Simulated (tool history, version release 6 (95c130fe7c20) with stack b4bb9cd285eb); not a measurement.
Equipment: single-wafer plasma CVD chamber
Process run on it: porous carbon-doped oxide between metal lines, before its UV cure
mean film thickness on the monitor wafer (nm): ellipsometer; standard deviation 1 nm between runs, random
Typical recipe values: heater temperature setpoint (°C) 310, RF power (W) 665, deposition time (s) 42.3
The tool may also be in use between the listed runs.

run   hour  heater temperature setpoint (°C)  RF power (W)  deposition time (s)  read-back reference wafer on the same gauge, thickness_nm  mean film thickness on the monitor wafer (nm)
  1      0                               310           665                 42.3                                                    270.574                                        243.218
      36.6  -- RF generator calibrated
  2   37.1                               310           665                 42.3                                                     270.15                                        243.057
  3   58.5                               317           665                 42.3                                                    270.076                                        236.013
  4   89.2                               317           665                 42.3                                                    269.709                                        234.509
  5  105.3                               310           665                 47.4                                                    270.294                                        268.933
     145.5  -- showerhead replaced
  6  186.3                               310           665                 47.4                                                    270.256                                        270.367
  7  205.9                               310           665                 47.4                                                    270.707                                        271.324
  8  232.1                               310           665                 36.7                                                    269.652                                        211.142
  9  245.4                               310           665                 42.3                                                    269.812                                        243.143
 10  266.3                               310           665                 38.6                                                    269.293                                        221.233
 11  297.8                               310           665                 42.3                                                    269.995                                        245.216
 12  316.9                               310           535                 42.3                                                     270.41                                        219.163
     338.3  -- thermocouple changed; heater temperature recalibrated
 13  338.8                               310           665                 42.3                                                    269.799                                        242.499
 14  344.4                               310           665                 42.3                                                    270.384                                        241.636
 15  359.6                               310           665                 42.3                                                    270.103                                        243.927
 16  393.5                               310           665                 42.3                                                    270.073                                         243.94
 17  429.2                               310           665                 46.9                                                    269.994                                        267.609
       438  -- gauge calibrated
 18  450.5                               310           665                 42.3                                                    269.689                                        242.632
 19  482.1                               310           665                 42.3                                                    269.747                                        243.881
 20  498.2                               318           745                 44.7                                                    269.886                                        262.822
 21  513.8                               310           665                 42.3                                                    270.373                                        245.425
 22  536.5                               310           665                 42.3                                                    269.691                                        245.179
 23    570                               295           765                 50.3                                                    270.174                                        335.574
 24  598.8                               318           665                 42.3                                                    270.078                                        233.491
 25  623.2                               301           550                 34.1                                                    270.109                                        186.659
 26  655.3                               310           540                 42.3                                                    270.129                                        218.013
 27  679.3                               310           665                   45                                                    269.408                                        257.227
 28  692.4                               295           785                   49                                                    269.901                                        329.308
 29  731.8                               310           775                 42.3                                                    269.876                                        262.656
 30    745                               310           585                 42.3                                                    269.889                                        228.109
 31  773.8                               305           560                 36.4                                                    269.533                                        198.279
 32  806.6                               310           780                   35                                                    269.362                                        220.793
 33  822.5                               310           575                 39.7                                                    269.674                                        212.063

Below are 5 alternative next runs, each starting from the tool's condition after run 33. Predict each:
  A  822.9                               310           600                 42.3                                                          ?                                              ?
  B  822.9                               296           630                 34.8                                                          ?                                              ?
  C  822.9                               310           595                 35.9                                                          ?                                              ?
  D  822.9                               303           770                 50.7                                                          ?                                              ?
  E  822.9                               310           750                 39.9                                                          ?                                              ?

run  read-back reference wafer on the same gauge, thickness_nm  mean film thickness on the monitor wafer (nm)
  A                                                    270.176                                        231.663
  B                                                    270.176                                        210.322
  C                                                    270.176                                        196.595
  D                                                    270.176                                        325.233
  E                                                    270.176                                        245.377
With the hidden condition removed and each run's random variation left untouched, the same runs would have given:
run  mean film thickness on the monitor wafer (nm)
  A                                        231.663
  B                                        210.322
  C                                        196.595
  D                                        325.233
  E                                        245.377

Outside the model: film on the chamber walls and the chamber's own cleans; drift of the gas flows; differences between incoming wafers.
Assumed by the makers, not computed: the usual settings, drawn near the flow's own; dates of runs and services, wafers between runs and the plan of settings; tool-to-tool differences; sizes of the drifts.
